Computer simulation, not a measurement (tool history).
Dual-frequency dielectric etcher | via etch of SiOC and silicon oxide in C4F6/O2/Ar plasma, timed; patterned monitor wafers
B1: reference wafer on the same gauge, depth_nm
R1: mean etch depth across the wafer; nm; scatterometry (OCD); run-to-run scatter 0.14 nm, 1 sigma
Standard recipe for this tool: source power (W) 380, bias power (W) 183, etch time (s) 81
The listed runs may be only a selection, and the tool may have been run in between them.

run 1 hour=0 | source_power_(W)=460 bias_power_(W)=183 etch_time_(s)=81 | B1=93.4 | R1=99.8
run 2 hour=13.9 | source_power_(W)=380 bias_power_(W)=183 etch_time_(s)=81 | B1=93.3 | R1=95.5
run 3 hour=36.9 | source_power_(W)=380 bias_power_(W)=183 etch_time_(s)=81 | B1=93.4 | R1=95.5
run 4 hour=50.5 | source_power_(W)=380 bias_power_(W)=183 etch_time_(s)=81 | B1=93.4 | R1=95.8
run 5 hour=75 | source_power_(W)=410 bias_power_(W)=183 etch_time_(s)=81 | B1=93.4 | R1=97.1
run 6 hour=87.4 | source_power_(W)=410 bias_power_(W)=183 etch_time_(s)=81 | B1=93.4 | R1=96.9
run 7 hour=120.5 | source_power_(W)=380 bias_power_(W)=183 etch_time_(s)=81 | B1=93.4 | R1=95
run 8 hour=133.6 | source_power_(W)=380 bias_power_(W)=183 etch_time_(s)=81 | B1=93.4 | R1=95.1
run 9 hour=159.3 | source_power_(W)=380 bias_power_(W)=183 etch_time_(s)=81 | B1=93.4 | R1=94.9
run 10 hour=179.2 | source_power_(W)=380 bias_power_(W)=195 etch_time_(s)=62.5 | B1=93.3 | R1=75
-- hour=187.4 bias power generator calibrated
run 11 hour=201.6 | source_power_(W)=350 bias_power_(W)=163 etch_time_(s)=62 | B1=93.4 | R1=67.5
run 12 hour=226.1 | source_power_(W)=460 bias_power_(W)=183 etch_time_(s)=81 | B1=93.4 | R1=97.8
-- hour=252.9 wet clean of the chamber
run 13 hour=253.4 | source_power_(W)=330 bias_power_(W)=171 etch_time_(s)=72 | B1=93.5 | R1=79.6
run 14 hour=278.9 | source_power_(W)=380 bias_power_(W)=183 etch_time_(s)=81 | B1=93.3 | R1=94.3
run 15 hour=300.9 | source_power_(W)=350 bias_power_(W)=227 etch_time_(s)=91 | B1=93.4 | R1=112.2
-- hour=307.1 gauge calibrated
run 16 hour=332 | source_power_(W)=380 bias_power_(W)=205 etch_time_(s)=70 | B1=93.4 | R1=84.7
-- hour=377.8 upper electrode replaced
-- hour=382 source power generator calibrated
run 17 hour=382.5 | source_power_(W)=380 bias_power_(W)=183 etch_time_(s)=81 | B1=93.4 | R1=94.2
run 18 hour=388.4 | source_power_(W)=380 bias_power_(W)=183 etch_time_(s)=81 | B1=93.4 | R1=94.2
run 19 hour=401.8 | source_power_(W)=380 bias_power_(W)=198 etch_time_(s)=81 | B1=93.4 | R1=96.6
run 20 hour=414.1 | source_power_(W)=380 bias_power_(W)=183 etch_time_(s)=81 | B1=93.4 | R1=94.1
run 21 hour=442.4 | source_power_(W)=380 bias_power_(W)=183 etch_time_(s)=105 | B1=93.4 | R1=122
run 22 hour=470.9 | source_power_(W)=430 bias_power_(W)=183 etch_time_(s)=81 | B1=93.4 | R1=96.7
run 23 hour=498.5 | source_power_(W)=380 bias_power_(W)=183 etch_time_(s)=90.5 | B1=93.5 | R1=105.3
run 24 hour=530.7 | source_power_(W)=300 bias_power_(W)=140 etch_time_(s)=93.5 | B1=93.5 | R1=94.2
run 25 hour=589.1 | source_power_(W)=380 bias_power_(W)=138 etch_time_(s)=81 | B1=93.4 | R1=85.5
run 26 hour=606.4 | source_power_(W)=380 bias_power_(W)=142 etch_time_(s)=94 | B1=93.4 | R1=100.2
-- hour=646.4 wet clean of the chamber
run 27 hour=646.9 | source_power_(W)=380 bias_power_(W)=183 etch_time_(s)=81 | B1=93.4 | R1=94.8
run 28 hour=647.2 | source_power_(W)=380 bias_power_(W)=183 etch_time_(s)=81 | B1=93.4 | R1=94.8
run 29 hour=675.5 | source_power_(W)=380 bias_power_(W)=215 etch_time_(s)=81 | B1=93.5 | R1=100.2

Measured less the same run without the tool's hidden state. The same run-to-run variation is in both; the gauge's scatter may not be:
Unlogged tool condition in this case: etch rate over this chamber's usual, %; source power that arrives over what is set, %; bias power that arrives over what is set, %; gauge reads high (%).
run=1 R1=+1.7
run=2 R1=+1.5
run=3 R1=+1.4
run=4 R1=+1.4
run=5 R1=+1.4
run=6 R1=+1.3
run=7 R1=+1.2
run=8 R1=+1.1
run=9 R1=+1.1
run=10 R1=+0.8
run=11 R1=-0.4
run=12 R1=-0.5
run=13 R1=+0.3
run=14 R1=+0.4
run=15 R1=+0.5
run=16 R1=+0.3
run=17 R1=+0.2
run=18 R1=+0.2
run=19 R1=+0.2
run=20 R1=+0.1
run=21 R1=+0.1
run=22 R1=+0.1
run=23 R1=+0
run=24 R1=-0.1
run=25 R1=-0.2
run=26 R1=-0.3
run=27 R1=+1
run=28 R1=+1
run=29 R1=+1

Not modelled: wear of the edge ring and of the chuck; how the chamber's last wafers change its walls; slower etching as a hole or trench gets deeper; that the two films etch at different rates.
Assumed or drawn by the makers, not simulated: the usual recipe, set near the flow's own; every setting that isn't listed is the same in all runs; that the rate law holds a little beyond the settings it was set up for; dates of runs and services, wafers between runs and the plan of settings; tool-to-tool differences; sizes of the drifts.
